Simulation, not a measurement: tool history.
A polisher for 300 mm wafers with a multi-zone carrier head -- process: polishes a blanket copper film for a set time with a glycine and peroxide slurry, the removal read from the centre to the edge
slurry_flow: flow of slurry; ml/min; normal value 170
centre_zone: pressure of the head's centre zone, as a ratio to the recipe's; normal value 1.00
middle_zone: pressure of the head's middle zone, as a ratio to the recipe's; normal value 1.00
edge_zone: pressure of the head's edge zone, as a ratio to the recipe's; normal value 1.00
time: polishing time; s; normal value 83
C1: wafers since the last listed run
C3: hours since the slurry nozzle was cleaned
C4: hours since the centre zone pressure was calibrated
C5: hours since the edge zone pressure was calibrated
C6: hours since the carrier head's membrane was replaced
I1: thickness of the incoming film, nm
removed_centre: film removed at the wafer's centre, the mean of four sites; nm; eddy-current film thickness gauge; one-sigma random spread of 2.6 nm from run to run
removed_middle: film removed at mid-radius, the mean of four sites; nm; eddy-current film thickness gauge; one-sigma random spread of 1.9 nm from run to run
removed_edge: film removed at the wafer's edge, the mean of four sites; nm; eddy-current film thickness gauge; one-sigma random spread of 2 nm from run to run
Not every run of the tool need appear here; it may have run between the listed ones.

run 1 hour=0.0 | slurry_flow=170 centre_zone=0.93 middle_zone=1.00 edge_zone=1.00 time=83 | C1=0 wafers_polished_on_this_pad=292 C3=157.4 C4=254.6 C5=322.1 C6=1063.3 | I1=1012.7 | removed_centre=224.7 removed_middle=229.6 removed_edge=241.8
run 2 hour=14.8 | slurry_flow=170 centre_zone=0.93 middle_zone=1.00 edge_zone=1.00 time=83 | C1=87 wafers_polished_on_this_pad=380 C3=172.2 C4=269.4 C5=336.9 C6=1078.1 | I1=1009.8 | removed_centre=226.7 removed_middle=230.1 removed_edge=240.1
run 3 hour=31.5 | slurry_flow=170 centre_zone=0.93 middle_zone=1.00 edge_zone=1.00 time=83 | C1=98 wafers_polished_on_this_pad=478 C3=188.9 C4=286.1 C5=353.6 C6=1094.8 | I1=1005.9 | removed_centre=225.4 removed_middle=232.8 removed_edge=240.2
run 4 hour=45.6 | slurry_flow=170 centre_zone=1.03 middle_zone=1.00 edge_zone=1.07 time=83 | C1=83 wafers_polished_on_this_pad=562 C3=203.0 C4=300.2 C5=367.7 C6=1108.9 | I1=988.5 | removed_centre=238.4 removed_middle=228.8 removed_edge=243.6
run 5 hour=51.7 | slurry_flow=170 centre_zone=1.06 middle_zone=1.00 edge_zone=1.00 time=83 | C1=36 wafers_polished_on_this_pad=598 C3=209.1 C4=306.3 C5=373.8 C6=1115.0 | I1=1011.9 | removed_centre=244.8 removed_middle=227.7 removed_edge=238.2
run 6 hour=61.6 | slurry_flow=170 centre_zone=1.06 middle_zone=1.00 edge_zone=1.00 time=83 | C1=58 wafers_polished_on_this_pad=656 C3=219.0 C4=316.2 C5=383.7 C6=1124.9 | I1=1028.8 | removed_centre=241.0 removed_middle=226.5 removed_edge=238.8
run 7 hour=72.5 | slurry_flow=170 centre_zone=1.06 middle_zone=1.00 edge_zone=1.00 time=83 | C1=64 wafers_polished_on_this_pad=721 C3=229.9 C4=327.1 C5=394.6 C6=1135.8 | I1=1020.9 | removed_centre=244.7 removed_middle=229.4 removed_edge=238.4
-- hour=80.5 edge zone pressure recalibrated
run 8 hour=83.1 | slurry_flow=170 centre_zone=1.00 middle_zone=1.00 edge_zone=1.00 time=76 | C1=50 wafers_polished_on_this_pad=771 C3=240.5 C4=337.7 C5=2.6 C6=1146.4 | I1=997.0 | removed_centre=214.9 removed_middle=212.8 removed_edge=219.7
run 9 hour=94.9 | slurry_flow=170 centre_zone=1.06 middle_zone=1.00 edge_zone=1.00 time=94 | C1=69 wafers_polished_on_this_pad=841 C3=252.3 C4=349.5 C5=14.4 C6=1158.2 | I1=1016.2 | removed_centre=276.4 removed_middle=255.9 removed_edge=270.2
-- hour=103.8 slurry nozzle cleaned
run 10 hour=104.3 | slurry_flow=170 centre_zone=1.00 middle_zone=1.00 edge_zone=1.00 time=83 | C1=49 wafers_polished_on_this_pad=891 C3=0.5 C4=358.9 C5=23.8 C6=1167.6 | I1=1021.3 | removed_centre=260.8 removed_middle=250.6 removed_edge=253.0
run 11 hour=111.8 | slurry_flow=225 centre_zone=1.04 middle_zone=1.00 edge_zone=1.04 time=83 | C1=44 wafers_polished_on_this_pad=935 C3=8.0 C4=366.4 C5=31.3 C6=1175.1 | I1=996.0 | removed_centre=272.8 removed_middle=255.8 removed_edge=256.8
-- hour=115.9 worn pad replaced by a new one
-- hour=125.5 carrier head's membrane replaced by a new one
run 12 hour=128.0 | slurry_flow=170 centre_zone=1.00 middle_zone=1.00 edge_zone=1.00 time=83 | C1=42 wafers_polished_on_this_pad=42 C3=24.2 C4=382.6 C5=47.5 C6=2.5 | I1=1000.3 | removed_centre=253.2 removed_middle=245.3 removed_edge=251.8
-- hour=130.6 centre zone pressure recalibrated
run 13 hour=139.2 | slurry_flow=155 centre_zone=1.00 middle_zone=1.00 edge_zone=1.00 time=70 | C1=54 wafers_polished_on_this_pad=96 C3=35.4 C4=8.6 C5=58.7 C6=13.7 | I1=996.2 | removed_centre=209.3 removed_middle=202.1 removed_edge=208.0
run 14 hour=155.6 | slurry_flow=125 centre_zone=1.00 middle_zone=0.95 edge_zone=1.00 time=100 | C1=96 wafers_polished_on_this_pad=193 C3=51.8 C4=25.0 C5=75.1 C6=30.1 | I1=1017.8 | removed_centre=286.1 removed_middle=264.9 removed_edge=289.7
run 15 hour=166.3 | slurry_flow=170 centre_zone=1.10 middle_zone=1.00 edge_zone=1.11 time=70 | C1=63 wafers_polished_on_this_pad=256 C3=62.5 C4=35.7 C5=85.8 C6=40.8 | I1=996.5 | removed_centre=223.3 removed_middle=201.2 removed_edge=215.9
run 16 hour=173.3 | slurry_flow=205 centre_zone=1.00 middle_zone=1.10 edge_zone=1.08 time=67 | C1=41 wafers_polished_on_this_pad=297 C3=69.5 C4=42.7 C5=92.8 C6=47.8 | I1=1018.5 | removed_centre=203.7 removed_middle=209.2 removed_edge=211.5
run 17 hour=186.4 | slurry_flow=170 centre_zone=1.00 middle_zone=1.00 edge_zone=1.00 time=83 | C1=77 wafers_polished_on_this_pad=375 C3=82.6 C4=55.8 C5=105.9 C6=60.9 | I1=1011.6 | removed_centre=244.3 removed_middle=237.5 removed_edge=245.8

Branching from run 17: 3 alternative next runs. What would each branch give?
run A hour=186.8 | slurry_flow=170 centre_zone=1.00 middle_zone=1.00 edge_zone=1.00 time=83 | C1=2 wafers_polished_on_this_pad=377 C3=83.0 C4=56.2 C5=106.3 C6=61.3 | I1=1002.6 | removed_centre=? removed_middle=? removed_edge=?
run B hour=186.8 | slurry_flow=150 centre_zone=1.12 middle_zone=0.93 edge_zone=0.90 time=83 | C1=2 wafers_polished_on_this_pad=377 C3=83.0 C4=56.2 C5=106.3 C6=61.3 | I1=1002.6 | removed_centre=? removed_middle=? removed_edge=?
run C hour=186.8 | slurry_flow=215 centre_zone=1.00 middle_zone=0.94 edge_zone=1.09 time=62 | C1=2 wafers_polished_on_this_pad=377 C3=83.0 C4=56.2 C5=106.3 C6=61.3 | I1=1002.6 | removed_centre=? removed_middle=? removed_edge=?

run=A removed_centre=248.1 removed_middle=235.6 removed_edge=244.2
run=B removed_centre=262.2 removed_middle=218.3 removed_edge=232.0
run=C removed_centre=192.4 removed_middle=173.4 removed_edge=193.3
Without the tool's unlogged condition, the same runs would have read:
run=A removed_centre=260.3 removed_middle=245.9 removed_edge=251.8
run=B removed_centre=276.3 removed_middle=228.7 removed_edge=239.8
run=C removed_centre=200.3 removed_middle=179.8 removed_edge=198.5

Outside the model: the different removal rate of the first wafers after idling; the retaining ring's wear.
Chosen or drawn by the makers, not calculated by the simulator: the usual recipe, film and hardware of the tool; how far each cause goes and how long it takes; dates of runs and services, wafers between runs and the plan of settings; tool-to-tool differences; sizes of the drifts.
